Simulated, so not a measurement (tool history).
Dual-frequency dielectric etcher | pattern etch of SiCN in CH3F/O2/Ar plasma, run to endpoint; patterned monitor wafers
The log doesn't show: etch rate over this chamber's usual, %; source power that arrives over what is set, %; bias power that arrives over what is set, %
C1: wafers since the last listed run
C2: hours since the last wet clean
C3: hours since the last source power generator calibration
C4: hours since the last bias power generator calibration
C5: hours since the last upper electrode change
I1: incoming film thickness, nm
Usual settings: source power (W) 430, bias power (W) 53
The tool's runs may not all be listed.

{"run": 1, "hour": 0.0, "source power (W)": 380, "bias power (W)": 46, "C1": 0, "C2": 321.8, "C3": 3324.1, "C4": 1536.8, "C5": 4161.0, "I1": 12.04, "endpoint time (s)": 36.2}
{"run": 2, "hour": 6.1, "source power (W)": 430, "bias power (W)": 53, "C1": 101, "C2": 327.9, "C3": 3330.2, "C4": 1542.9, "C5": 4167.1, "I1": 12.04, "endpoint time (s)": 33.2}
{"run": 3, "hour": 17.7, "source power (W)": 430, "bias power (W)": 53, "C1": 192, "C2": 339.5, "C3": 3341.8, "C4": 1554.5, "C5": 4178.7, "I1": 11.96, "endpoint time (s)": 32.8}
{"run": 4, "hour": 27.7, "source power (W)": 430, "bias power (W)": 53, "C1": 166, "C2": 349.5, "C3": 3351.8, "C4": 1564.5, "C5": 4188.7, "I1": 12.1, "endpoint time (s)": 33.4}
{"run": 5, "hour": 41.9, "source power (W)": 430, "bias power (W)": 53, "C1": 235, "C2": 363.7, "C3": 3366.0, "C4": 1578.7, "C5": 4202.9, "I1": 11.91, "endpoint time (s)": 32.9}
{"run": 6, "hour": 53.1, "source power (W)": 430, "bias power (W)": 53, "C1": 185, "C2": 374.9, "C3": 3377.2, "C4": 1589.9, "C5": 4214.1, "I1": 12.02, "endpoint time (s)": 33.2}
{"run": 7, "hour": 69.6, "source power (W)": 430, "bias power (W)": 53, "C1": 273, "C2": 391.4, "C3": 3393.7, "C4": 1606.4, "C5": 4230.6, "I1": 12.02, "endpoint time (s)": 33.1}
{"run": 8, "hour": 86.9, "source power (W)": 430, "bias power (W)": 48, "C1": 287, "C2": 408.7, "C3": 3411.0, "C4": 1623.7, "C5": 4247.9, "I1": 12.06, "endpoint time (s)": 34.1}
{"run": 9, "hour": 99.6, "source power (W)": 430, "bias power (W)": 48, "C1": 210, "C2": 421.4, "C3": 3423.7, "C4": 1636.4, "C5": 4260.6, "I1": 12.05, "endpoint time (s)": 34.3}
{"run": 10, "hour": 141.3, "source power (W)": 430, "bias power (W)": 48, "C1": 692, "C2": 463.1, "C3": 3465.4, "C4": 1678.1, "C5": 4302.3, "I1": 11.95, "endpoint time (s)": 33.8}
{"run": 11, "hour": 154.8, "source power (W)": 430, "bias power (W)": 53, "C1": 224, "C2": 476.6, "C3": 3478.9, "C4": 1691.6, "C5": 4315.8, "I1": 12.03, "endpoint time (s)": 32.9}
{"run": 12, "hour": 166.5, "source power (W)": 430, "bias power (W)": 53, "C1": 194, "C2": 488.3, "C3": 3490.6, "C4": 1703.3, "C5": 4327.5, "I1": 12.02, "endpoint time (s)": 32.7}
{"run": 13, "hour": 180.5, "source power (W)": 480, "bias power (W)": 53, "C1": 232, "C2": 502.3, "C3": 3504.6, "C4": 1717.3, "C5": 4341.5, "I1": 12.04, "endpoint time (s)": 31.5}
{"hour": 207.3, "done": "wet clean of the chamber"}
{"run": 14, "hour": 207.8, "source power (W)": 480, "bias power (W)": 53, "C1": 54, "C2": 0.5, "C3": 3531.9, "C4": 1744.6, "C5": 4368.8, "I1": 11.92, "endpoint time (s)": 32.3}
{"run": 15, "hour": 208.1, "source power (W)": 480, "bias power (W)": 53, "C1": 4, "C2": 0.8, "C3": 3532.2, "C4": 1744.9, "C5": 4369.1, "I1": 11.9, "endpoint time (s)": 32.0}
{"run": 16, "hour": 214.5, "source power (W)": 430, "bias power (W)": 53, "C1": 106, "C2": 7.2, "C3": 3538.6, "C4": 1751.3, "C5": 4375.5, "I1": 11.99, "endpoint time (s)": 33.6}
{"run": 17, "hour": 231.5, "source power (W)": 460, "bias power (W)": 60, "C1": 282, "C2": 24.2, "C3": 3555.6, "C4": 1768.3, "C5": 4392.5, "I1": 12.05, "endpoint time (s)": 31.9}
{"run": 18, "hour": 247.6, "source power (W)": 460, "bias power (W)": 49, "C1": 267, "C2": 40.3, "C3": 3571.7, "C4": 1784.4, "C5": 4408.6, "I1": 12.07, "endpoint time (s)": 34.0}
{"run": 19, "hour": 261.8, "source power (W)": 430, "bias power (W)": 48, "C1": 235, "C2": 54.5, "C3": 3585.9, "C4": 1798.6, "C5": 4422.8, "I1": 12.08, "endpoint time (s)": 34.8}
{"run": 20, "hour": 278.7, "source power (W)": 470, "bias power (W)": 57, "C1": 280, "C2": 71.4, "C3": 3602.8, "C4": 1815.5, "C5": 4439.7, "I1": 11.92, "endpoint time (s)": 31.6}
{"run": 21, "hour": 289.1, "source power (W)": 430, "bias power (W)": 53, "C1": 172, "C2": 81.8, "C3": 3613.2, "C4": 1825.9, "C5": 4450.1, "I1": 11.98, "endpoint time (s)": 33.8}
{"run": 22, "hour": 295.8, "source power (W)": 380, "bias power (W)": 46, "C1": 111, "C2": 88.5, "C3": 3619.9, "C4": 1832.6, "C5": 4456.8, "I1": 11.96, "endpoint time (s)": 36.3}
{"run": 23, "hour": 310.4, "source power (W)": 320, "bias power (W)": 60, "C1": 242, "C2": 103.1, "C3": 3634.5, "C4": 1847.2, "C5": 4471.4, "I1": 11.96, "endpoint time (s)": 36.3}
{"hour": 317.5, "done": "source power generator calibrated"}
{"hour": 340.1, "done": "upper electrode replaced"}
{"run": 24, "hour": 340.6, "source power (W)": 430, "bias power (W)": 53, "C1": 59, "C2": 133.3, "C3": 23.1, "C4": 1877.4, "C5": 0.5, "I1": 12.04, "endpoint time (s)": 33.7}
{"run": 25, "hour": 341.0, "source power (W)": 350, "bias power (W)": 56, "C1": 6, "C2": 133.7, "C3": 23.5, "C4": 1877.8, "C5": 0.9, "I1": 11.95, "endpoint time (s)": 35.5}
{"hour": 350.9, "done": "bias power generator calibrated"}
{"run": 26, "hour": 351.4, "source power (W)": 480, "bias power (W)": 62, "C1": 106, "C2": 144.1, "C3": 33.9, "C4": 0.5, "C5": 11.3, "I1": 11.97, "endpoint time (s)": 30.7}
{"run": 27, "hour": 367.8, "source power (W)": 520, "bias power (W)": 66, "C1": 272, "C2": 160.5, "C3": 50.3, "C4": 16.9, "C5": 27.7, "I1": 11.97, "endpoint time (s)": 29.3}
{"run": 28, "hour": 382.6, "source power (W)": 500, "bias power (W)": 40, "C1": 245, "C2": 175.3, "C3": 65.1, "C4": 31.7, "C5": 42.5, "I1": 11.89, "endpoint time (s)": 33.7}
{"run": 29, "hour": 400.0, "source power (W)": 490, "bias power (W)": 62, "C1": 288, "C2": 192.7, "C3": 82.5, "C4": 49.1, "C5": 59.9, "I1": 12.03, "endpoint time (s)": 30.5}
{"run": 30, "hour": 409.2, "source power (W)": 490, "bias power (W)": 53, "C1": 152, "C2": 201.9, "C3": 91.7, "C4": 58.3, "C5": 69.1, "I1": 12.04, "endpoint time (s)": 32.1}
{"run": 31, "hour": 425.3, "source power (W)": 390, "bias power (W)": 61, "C1": 267, "C2": 218.0, "C3": 107.8, "C4": 74.4, "C5": 85.2, "I1": 12.01, "endpoint time (s)": 33.5}
{"run": 32, "hour": 439.1, "source power (W)": 430, "bias power (W)": 53, "C1": 229, "C2": 231.8, "C3": 121.6, "C4": 88.2, "C5": 99.0, "I1": 11.9, "endpoint time (s)": 33.1}
{"run": 33, "hour": 447.2, "source power (W)": 360, "bias power (W)": 64, "C1": 134, "C2": 239.9, "C3": 129.7, "C4": 96.3, "C5": 107.1, "I1": 12.03, "endpoint time (s)": 33.7}
{"run": 34, "hour": 463.4, "source power (W)": 480, "bias power (W)": 64, "C1": 268, "C2": 256.1, "C3": 145.9, "C4": 112.5, "C5": 123.3, "I1": 11.93, "endpoint time (s)": 30.1}

3 ways to go on from here, each from the tool as it stands after run 34. What would each give?
{"run": "A", "hour": 463.8, "source power (W)": 430, "bias power (W)": 64, "C1": 6, "C2": 256.5, "C3": 146.3, "C4": 112.9, "C5": 123.7, "I1": 11.86, "endpoint time (s)": "?"}
{"run": "B", "hour": 463.8, "source power (W)": 500, "bias power (W)": 41, "C1": 6, "C2": 256.5, "C3": 146.3, "C4": 112.9, "C5": 123.7, "I1": 11.86, "endpoint time (s)": "?"}
{"run": "C", "hour": 463.8, "source power (W)": 400, "bias power (W)": 53, "C1": 6, "C2": 256.5, "C3": 146.3, "C4": 112.9, "C5": 123.7, "I1": 11.86, "endpoint time (s)": "?"}

run=A endpoint_time_(s)=31.3
run=B endpoint_time_(s)=33.3
run=C endpoint_time_(s)=34.0
Without the tool's hidden state the same runs would have given:
run=A endpoint_time_(s)=31.6
run=B endpoint_time_(s)=33.6
run=C endpoint_time_(s)=34.3
